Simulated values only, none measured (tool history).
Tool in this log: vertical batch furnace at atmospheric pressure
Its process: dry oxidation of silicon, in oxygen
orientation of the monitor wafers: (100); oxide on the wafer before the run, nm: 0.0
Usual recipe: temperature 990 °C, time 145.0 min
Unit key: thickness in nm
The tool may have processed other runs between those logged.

run    hour  temperature   time  read-back reference wafer on the same gauge, thickness  thickness
  1     0.0          990  145.0                                                   99.48      92.98
  2    28.3          990  145.0                                                   99.55      92.93
  3    75.5          990  145.0                                                   99.52      92.91
  4   146.2          990  145.0                                                   99.53      93.06
  5   191.2          990  145.0                                                   99.46      93.12
  6   241.3          981  195.0                                                   99.49     106.22
  7   269.1          990  145.0                                                   99.44      93.09
  8   330.0          990  145.0                                                   99.53      93.29
  9   367.8          990  145.0                                                   99.43      93.22
 10   401.8          990  145.0                                                   99.47      93.18
      458.2  -- gauge calibrated
 11   461.6          990  172.5                                                   99.49     105.15
      486.5  -- boat lift adjusted
 12   503.2         1003  145.0                                                   99.47     108.19
 13   547.7          990  145.0                                                   99.47      95.42
 14   591.9         1014  145.0                                                   99.46     119.35
      626.0  -- thermocouples replaced and temperature profile calibrated
 15   654.4         1008  123.5                                                   99.48      98.21
 16   714.5          990  145.0                                                   99.49      92.52
 17   849.7         1014   79.5                                                   99.45      77.51
 18  1034.7          974   79.0                                                   99.55      53.19
 19  1081.4         1007   77.0                                                   99.52      71.32
 20  1124.9         1003  198.5                                                   99.54     131.05
 21  1161.6         1001  112.5                                                   99.49      86.90
 22  1188.3          979  198.5                                                   99.52     106.03

Here are 4 independent what-if runs from the current tool condition. What would each one return?
  A  1195.3          990  145.0                                                       ?          ?
  B  1195.3          981   97.5                                                       ?          ?
  C  1195.3         1015   95.5                                                       ?          ?
  D  1195.3         1007   76.5                                                       ?          ?

run  read-back reference wafer on the same gauge, thickness  thickness
  A                                                   99.48      93.23
  B                                                   99.48      65.14
  C                                                   99.48      88.72
  D                                                   99.48      70.94
Stripped of hidden state, with their random variation kept, the same runs would have yielded:
run  thickness
  A      92.39
  B      64.61
  C      87.93
  D      70.28
